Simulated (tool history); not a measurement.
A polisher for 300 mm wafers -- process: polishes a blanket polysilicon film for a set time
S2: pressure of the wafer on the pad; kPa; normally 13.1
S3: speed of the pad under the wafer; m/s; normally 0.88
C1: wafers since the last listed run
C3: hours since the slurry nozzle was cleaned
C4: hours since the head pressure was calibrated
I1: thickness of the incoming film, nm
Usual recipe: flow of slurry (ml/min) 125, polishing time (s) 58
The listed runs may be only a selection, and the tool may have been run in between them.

{"run": 1, "day": 0.0, "flow of slurry (ml/min)": 125, "S2": 13.1, "S3": 0.88, "polishing time (s)": 58, "C1": 0, "wafers polished on this pad": 1034, "C3": 257.8, "C4": 317.2, "I1": 2263.4, "film removed (nm)": 200.6}
{"day": 1.758, "done": "slurry nozzle cleaned"}
{"run": 2, "day": 2.988, "flow of slurry (ml/min)": 125, "S2": 13.1, "S3": 0.88, "polishing time (s)": 58, "C1": 485, "wafers polished on this pad": 1520, "C3": 29.5, "C4": 388.9, "I1": 2283.7, "film removed (nm)": 223.7}
{"day": 3.896, "done": "head pressure recalibrated"}
{"day": 5.879, "done": "worn pad replaced by a new one"}
{"run": 3, "day": 5.983, "flow of slurry (ml/min)": 125, "S2": 13.1, "S3": 0.88, "polishing time (s)": 58, "C1": 452, "wafers polished on this pad": 17, "C3": 101.4, "C4": 50.1, "I1": 2264.2, "film removed (nm)": 210.8}
{"run": 4, "day": 8.142, "flow of slurry (ml/min)": 125, "S2": 13.1, "S3": 0.88, "polishing time (s)": 58, "C1": 355, "wafers polished on this pad": 373, "C3": 153.2, "C4": 101.9, "I1": 2300.2, "film removed (nm)": 205.3}
{"run": 5, "day": 9.962, "flow of slurry (ml/min)": 125, "S2": 13.1, "S3": 0.88, "polishing time (s)": 58, "C1": 300, "wafers polished on this pad": 673, "C3": 196.9, "C4": 145.6, "I1": 2321.3, "film removed (nm)": 204.1}
{"run": 6, "day": 10.967, "flow of slurry (ml/min)": 125, "S2": 13.1, "S3": 0.88, "polishing time (s)": 58, "C1": 165, "wafers polished on this pad": 838, "C3": 221.0, "C4": 169.7, "I1": 2320.5, "film removed (nm)": 204.2}
{"day": 12.908, "done": "slurry nozzle cleaned"}
{"run": 7, "day": 13.925, "flow of slurry (ml/min)": 150, "S2": 13.1, "S3": 0.88, "polishing time (s)": 58, "C1": 480, "wafers polished on this pad": 1319, "C3": 24.4, "C4": 240.7, "I1": 2285.2, "film removed (nm)": 228.3}
{"run": 8, "day": 16.471, "flow of slurry (ml/min)": 150, "S2": 13.1, "S3": 0.88, "polishing time (s)": 58, "C1": 419, "wafers polished on this pad": 1738, "C3": 85.5, "C4": 301.8, "I1": 2293.2, "film removed (nm)": 223.6}
{"day": 16.721, "done": "worn pad replaced by a new one"}
{"run": 9, "day": 18.558, "flow of slurry (ml/min)": 150, "S2": 13.1, "S3": 0.88, "polishing time (s)": 58, "C1": 316, "wafers polished on this pad": 302, "C3": 135.6, "C4": 351.9, "I1": 2298.2, "film removed (nm)": 220.2}
{"day": 19.867, "done": "head pressure recalibrated"}
{"run": 10, "day": 20.438, "flow of slurry (ml/min)": 125, "S2": 13.1, "S3": 0.88, "polishing time (s)": 58, "C1": 295, "wafers polished on this pad": 598, "C3": 180.7, "C4": 13.7, "I1": 2276.2, "film removed (nm)": 206.9}
{"run": 11, "day": 21.462, "flow of slurry (ml/min)": 110, "S2": 13.1, "S3": 0.88, "polishing time (s)": 58, "C1": 168, "wafers polished on this pad": 767, "C3": 205.3, "C4": 38.3, "I1": 2313.7, "film removed (nm)": 202.8}
{"run": 12, "day": 24.179, "flow of slurry (ml/min)": 110, "S2": 13.1, "S3": 0.88, "polishing time (s)": 58, "C1": 447, "wafers polished on this pad": 1214, "C3": 270.5, "C4": 103.5, "I1": 2277.5, "film removed (nm)": 195.5}
{"run": 13, "day": 25.354, "flow of slurry (ml/min)": 110, "S2": 13.1, "S3": 0.88, "polishing time (s)": 58, "C1": 193, "wafers polished on this pad": 1408, "C3": 298.7, "C4": 131.7, "I1": 2287.1, "film removed (nm)": 197.6}
{"day": 26.904, "done": "slurry nozzle cleaned"}
{"run": 14, "day": 28.142, "flow of slurry (ml/min)": 105, "S2": 13.1, "S3": 1.08, "polishing time (s)": 53, "C1": 452, "wafers polished on this pad": 1861, "C3": 29.7, "C4": 198.6, "I1": 2287.3, "film removed (nm)": 243.4}
{"day": 28.979, "done": "worn pad replaced by a new one"}
{"run": 15, "day": 30.296, "flow of slurry (ml/min)": 125, "S2": 17.2, "S3": 1.04, "polishing time (s)": 43, "C1": 327, "wafers polished on this pad": 217, "C3": 81.4, "C4": 250.3, "I1": 2281.7, "film removed (nm)": 247.3}
{"run": 16, "day": 32.596, "flow of slurry (ml/min)": 165, "S2": 17.2, "S3": 0.98, "polishing time (s)": 68, "C1": 379, "wafers polished on this pad": 596, "C3": 136.6, "C4": 305.5, "I1": 2270.3, "film removed (nm)": 380.2}
{"run": 17, "day": 34.3, "flow of slurry (ml/min)": 125, "S2": 13.1, "S3": 0.88, "polishing time (s)": 58, "C1": 280, "wafers polished on this pad": 877, "C3": 177.5, "C4": 346.4, "I1": 2297.9, "film removed (nm)": 209.6}
{"run": 18, "day": 35.596, "flow of slurry (ml/min)": 160, "S2": 11.7, "S3": 0.72, "polishing time (s)": 40, "C1": 213, "wafers polished on this pad": 1090, "C3": 208.6, "C4": 377.5, "I1": 2313.4, "film removed (nm)": 109.3}
{"run": 19, "day": 37.833, "flow of slurry (ml/min)": 150, "S2": 16.5, "S3": 0.88, "polishing time (s)": 67, "C1": 368, "wafers polished on this pad": 1459, "C3": 262.3, "C4": 431.2, "I1": 2308.0, "film removed (nm)": 312.0}
{"day": 38.608, "done": "head pressure recalibrated"}
{"day": 39.025, "done": "worn pad replaced by a new one"}
{"run": 20, "day": 40.154, "flow of slurry (ml/min)": 100, "S2": 13.1, "S3": 0.88, "polishing time (s)": 45, "C1": 341, "wafers polished on this pad": 186, "C3": 318.0, "C4": 37.1, "I1": 2268.4, "film removed (nm)": 148.1}
{"day": 41.575, "done": "slurry nozzle cleaned"}
{"run": 21, "day": 43.104, "flow of slurry (ml/min)": 100, "S2": 13.1, "S3": 0.88, "polishing time (s)": 45, "C1": 479, "wafers polished on this pad": 665, "C3": 36.7, "C4": 107.9, "I1": 2251.7, "film removed (nm)": 164.8}
{"run": 22, "day": 44.179, "flow of slurry (ml/min)": 80, "S2": 10.3, "S3": 0.58, "polishing time (s)": 49, "C1": 177, "wafers polished on this pad": 842, "C3": 62.5, "C4": 133.7, "I1": 2311.9, "film removed (nm)": 85.7}
{"run": 23, "day": 45.538, "flow of slurry (ml/min)": 90, "S2": 11.0, "S3": 0.68, "polishing time (s)": 58, "C1": 223, "wafers polished on this pad": 1066, "C3": 95.1, "C4": 166.3, "I1": 2247.2, "film removed (nm)": 129.9}
{"run": 24, "day": 48.508, "flow of slurry (ml/min)": 125, "S2": 13.1, "S3": 0.88, "polishing time (s)": 58, "C1": 489, "wafers polished on this pad": 1555, "C3": 166.4, "C4": 237.6, "I1": 2301.3, "film removed (nm)": 208.5}
{"run": 25, "day": 50.267, "flow of slurry (ml/min)": 125, "S2": 13.1, "S3": 0.88, "polishing time (s)": 58, "C1": 289, "wafers polished on this pad": 1845, "C3": 208.6, "C4": 279.8, "I1": 2305.6, "film removed (nm)": 211.1}
{"day": 50.958, "done": "worn pad replaced by a new one"}
{"run": 26, "day": 53.65, "flow of slurry (ml/min)": 125, "S2": 13.1, "S3": 1.16, "polishing time (s)": 58, "C1": 530, "wafers polished on this pad": 443, "C3": 289.8, "C4": 361.0, "I1": 2261.2, "film removed (nm)": 271.1}
{"day": 53.896, "done": "slurry nozzle cleaned"}
{"run": 27, "day": 56.262, "flow of slurry (ml/min)": 125, "S2": 13.1, "S3": 0.88, "polishing time (s)": 58, "C1": 423, "wafers polished on this pad": 867, "C3": 56.8, "C4": 423.7, "I1": 2298.7, "film removed (nm)": 221.2}

Predict each of these 5 candidate next runs independently; none follows another, all start after run 27:
{"run": "A", "day": 56.279, "flow of slurry (ml/min)": 125, "S2": 13.1, "S3": 0.88, "polishing time (s)": 58, "C1": 2, "wafers polished on this pad": 870, "C3": 57.2, "C4": 424.1, "I1": 2267.7, "film removed (nm)": "?"}
{"run": "B", "day": 56.279, "flow of slurry (ml/min)": 90, "S2": 16.5, "S3": 0.88, "polishing time (s)": 58, "C1": 2, "wafers polished on this pad": 870, "C3": 57.2, "C4": 424.1, "I1": 2267.7, "film removed (nm)": "?"}
{"run": "C", "day": 56.279, "flow of slurry (ml/min)": 140, "S2": 13.1, "S3": 0.88, "polishing time (s)": 63, "C1": 2, "wafers polished on this pad": 870, "C3": 57.2, "C4": 424.1, "I1": 2267.7, "film removed (nm)": "?"}
{"run": "D", "day": 56.279, "flow of slurry (ml/min)": 155, "S2": 16.5, "S3": 0.88, "polishing time (s)": 58, "C1": 2, "wafers polished on this pad": 870, "C3": 57.2, "C4": 424.1, "I1": 2267.7, "film removed (nm)": "?"}
{"run": "E", "day": 56.279, "flow of slurry (ml/min)": 100, "S2": 11.7, "S3": 0.8, "polishing time (s)": 58, "C1": 2, "wafers polished on this pad": 870, "C3": 57.2, "C4": 424.1, "I1": 2267.7, "film removed (nm)": "?"}

run=A film_removed_(nm)=225.8
run=B film_removed_(nm)=263.3
run=C film_removed_(nm)=251.2
run=D film_removed_(nm)=297.9
run=E film_removed_(nm)=174.3
Take away the tool's hidden state, keep each run's random variation, and the runs would have read:
run=A film_removed_(nm)=235.9
run=B film_removed_(nm)=278.6
run=C film_removed_(nm)=261.4
run=D film_removed_(nm)=309.1
run=E film_removed_(nm)=183.6

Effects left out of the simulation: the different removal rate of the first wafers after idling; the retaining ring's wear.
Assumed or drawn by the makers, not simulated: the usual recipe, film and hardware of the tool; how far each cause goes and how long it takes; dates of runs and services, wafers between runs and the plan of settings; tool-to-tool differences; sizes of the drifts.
